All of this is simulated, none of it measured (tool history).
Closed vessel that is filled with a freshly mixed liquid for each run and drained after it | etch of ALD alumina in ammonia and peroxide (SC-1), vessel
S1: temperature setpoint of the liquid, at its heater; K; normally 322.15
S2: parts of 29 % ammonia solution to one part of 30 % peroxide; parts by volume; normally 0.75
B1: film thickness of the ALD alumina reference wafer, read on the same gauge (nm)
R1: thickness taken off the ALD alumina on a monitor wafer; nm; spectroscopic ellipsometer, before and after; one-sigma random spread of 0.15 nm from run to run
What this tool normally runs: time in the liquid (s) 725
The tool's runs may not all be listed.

Run 1, hour 0.0: usual settings; B1 110.00. Result: R1 37.35 nm.
Run 2, hour 94.5: usual settings; B1 110.01. Result: R1 37.12 nm.
Run 3, hour 201.5: usual settings but time in the liquid (s) 1070; B1 109.99. Result: R1 55.04 nm.
Run 4, hour 270.1: usual settings; B1 110.02. Result: R1 37.35 nm.
Run 5, hour 363.0: usual settings; B1 109.98. Result: R1 37.23 nm.
Run 6, hour 468.2: usual settings; B1 109.99. Result: R1 37.25 nm.
Run 7, hour 573.9: usual settings; B1 110.03. Result: R1 37.42 nm.
Run 8, hour 659.4: usual settings; B1 110.03. Result: R1 37.10 nm.
Run 9, hour 728.8: usual settings; B1 110.05. Result: R1 37.27 nm.
Run 10, hour 798.9: usual settings but S1 317.65 K; B1 110.02. Result: R1 28.82 nm.
Run 11, hour 840.4: usual settings; B1 110.00. Result: R1 37.44 nm.
Run 12, hour 889.0: usual settings; B1 109.99. Result: R1 37.01 nm.
Run 13, hour 967.5: usual settings but S2 1.10 parts by volume, time in the liquid (s) 315; B1 110.01. Result: R1 16.82 nm.
Run 14, hour 1065.1: usual settings but S1 331.15 K, S2 1.05 parts by volume, time in the liquid (s) 290; B1 110.01. Result: R1 25.00 nm.
Run 15, hour 1113.9: usual settings but S1 318.65 K, S2 0.95 parts by volume, time in the liquid (s) 940; B1 109.97. Result: R1 40.86 nm.
Run 16, hour 1176.8: usual settings but S2 0.55 parts by volume, time in the liquid (s) 475; B1 109.99. Result: R1 23.71 nm.
Run 17, hour 1246.8: usual settings but S1 319.15 K, time in the liquid (s) 410; B1 110.02. Result: R1 17.88 nm.
Run 18, hour 1296.1: usual settings but S1 325.65 K, S2 1.00 parts by volume, time in the liquid (s) 840; B1 109.99. Result: R1 54.14 nm.
Run 19, hour 1440.5: usual settings but S1 318.15 K, S2 0.55 parts by volume, time in the liquid (s) 855; B1 110.00. Result: R1 34.07 nm.
Run 20, hour 1485.8: usual settings but time in the liquid (s) 505; B1 109.97. Result: R1 25.96 nm.
Run 21, hour 1589.3: usual settings but S1 327.65 K, S2 0.60 parts by volume, time in the liquid (s) 975; B1 109.99. Result: R1 65.96 nm.

Removed from this log: 6 entries logged between the listed runs. Between which two listed runs does each belong, and how does the tool's hidden state at the listed run before it compare with that at the listed run after it?
Run 2 -> run 3: new drum of ammonia solution connected (hour 125.3)
  both runs share identical hidden conditions
Run 9 -> run 10: new drum of ammonia solution connected (hour 736.9); ammonia flow meter replaced (hour 792.1)
  both runs share identical hidden conditions
Run 12 -> run 13: gauge calibrated (hour 952.2)
  both runs share identical hidden conditions
Run 16 -> run 17: thermometer replaced (hour 1187.0)
  both runs share identical hidden conditions
Run 17 -> run 18: new drum of ammonia solution connected (hour 1252.3)
  both runs share identical hidden conditions
